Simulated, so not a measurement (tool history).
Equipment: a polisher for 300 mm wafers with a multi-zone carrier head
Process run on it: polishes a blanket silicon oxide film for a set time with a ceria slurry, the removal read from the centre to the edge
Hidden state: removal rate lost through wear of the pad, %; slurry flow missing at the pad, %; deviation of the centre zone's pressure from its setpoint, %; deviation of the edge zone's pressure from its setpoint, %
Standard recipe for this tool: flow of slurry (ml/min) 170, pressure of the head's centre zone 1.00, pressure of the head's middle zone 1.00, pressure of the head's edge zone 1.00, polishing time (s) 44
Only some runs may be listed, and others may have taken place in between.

| run | hour | flow of slurry (ml/min) | pressure of the head's centre zone | pressure of the head's middle zone | pressure of the head's edge zone | polishing time (s) | wafers since the last listed run | wafers polished on this pad | hours since the slurry nozzle was cleaned | hours since the centre zone pressure was calibrated | hours since the edge zone pressure was calibrated | hours since the carrier head's membrane was replaced | incoming thickness of the incoming film, nm | film removed at the wafer's centre (nm) | film removed at mid-radius (nm) | film removed at the wafer's edge (nm) |
|---|---|---|---|---|---|---|---|---|---|---|---|---|---|---|---|---|
| 1 | 0.0 | 170 | 1.00 | 1.00 | 1.00 | 44 | 0 | 2587 | 314.5 | 182.0 | 3.7 | 538.5 | 1464.5 | 231.8 | 235.4 | 229.8 |
| 2 | 32.1 | 140 | 1.00 | 1.11 | 1.06 | 53 | 465 | 3053 | 346.6 | 214.1 | 35.8 | 570.6 | 1470.7 | 263.8 | 291.6 | 277.7 |
|  | 134.1 | slurry nozzle cleaned |
| 3 | 228.2 | 170 | 1.00 | 1.04 | 1.00 | 30 | 2828 | 5882 | 94.1 | 410.2 | 231.9 | 766.7 | 1448.1 | 165.8 | 168.2 | 161.3 |
|  | 289.8 | worn pad replaced by a new one |
| 4 | 342.7 | 170 | 1.00 | 1.00 | 1.00 | 44 | 1602 | 767 | 208.6 | 524.7 | 346.4 | 881.2 | 1471.1 | 236.7 | 237.5 | 231.5 |
| 5 | 395.0 | 170 | 1.00 | 1.00 | 1.00 | 44 | 758 | 1525 | 260.9 | 577.0 | 398.7 | 933.5 | 1473.5 | 229.7 | 235.5 | 229.9 |
|  | 469.7 | edge zone pressure recalibrated |
|  | 493.6 | slurry nozzle cleaned |
| 6 | 501.4 | 170 | 1.00 | 1.00 | 1.00 | 44 | 1499 | 3024 | 7.8 | 683.4 | 31.7 | 1039.9 | 1477.0 | 246.8 | 247.0 | 242.1 |
| 7 | 535.0 | 170 | 1.00 | 1.00 | 1.00 | 44 | 487 | 3512 | 41.4 | 717.0 | 65.3 | 1073.5 | 1462.9 | 240.4 | 246.3 | 236.0 |
| 8 | 591.6 | 170 | 0.95 | 1.00 | 1.04 | 44 | 820 | 4332 | 98.0 | 773.6 | 121.9 | 1130.1 | 1464.5 | 231.4 | 240.4 | 236.2 |
| 9 | 645.6 | 155 | 1.00 | 1.00 | 1.00 | 53 | 782 | 5115 | 152.0 | 827.6 | 175.9 | 1184.1 | 1491.9 | 280.0 | 281.0 | 275.2 |
|  | 675.6 | worn pad replaced by a new one |
| 10 | 696.2 | 170 | 1.00 | 1.08 | 1.00 | 35 | 675 | 299 | 202.6 | 878.2 | 226.5 | 1234.7 | 1480.6 | 185.4 | 198.0 | 184.6 |
| 11 | 721.7 | 220 | 1.07 | 1.00 | 1.00 | 44 | 369 | 668 | 228.1 | 903.7 | 252.0 | 1260.2 | 1473.2 | 251.4 | 243.2 | 238.5 |
|  | 735.5 | centre zone pressure recalibrated |
|  | 767.3 | carrier head's membrane replaced by a new one |
| 12 | 767.8 | 170 | 1.00 | 1.00 | 1.00 | 44 | 566 | 1235 | 274.2 | 32.3 | 298.1 | 0.5 | 1497.6 | 228.4 | 233.4 | 225.7 |
| 13 | 803.7 | 170 | 1.00 | 1.00 | 1.00 | 44 | 520 | 1756 | 310.1 | 68.2 | 334.0 | 36.4 | 1453.5 | 233.9 | 232.5 | 231.3 |
| 14 | 871.0 | 130 | 0.90 | 1.00 | 0.93 | 44 | 975 | 2732 | 377.4 | 135.5 | 401.3 | 103.7 | 1479.2 | 201.9 | 222.2 | 215.3 |

Run 15 comes next. What will it give?
|  | 937.5 | slurry nozzle cleaned |
| 15 | 940.3 | 170 | 1.00 | 0.95 | 0.95 | 44 | 990 | 3722 | 2.8 | 204.8 | 470.6 | 173.0 | 1455.1 | ? | ? | ? |

film removed at the wafer's centre (nm): 247.6
film removed at mid-radius (nm): 241.5
film removed at the wafer's edge (nm): 239.8
The same run, on a tool lacking any hidden state, would have yielded film removed at the wafer's centre (nm) 248.5, film removed at mid-radius (nm) 242.3, film removed at the wafer's edge (nm) 240.3.

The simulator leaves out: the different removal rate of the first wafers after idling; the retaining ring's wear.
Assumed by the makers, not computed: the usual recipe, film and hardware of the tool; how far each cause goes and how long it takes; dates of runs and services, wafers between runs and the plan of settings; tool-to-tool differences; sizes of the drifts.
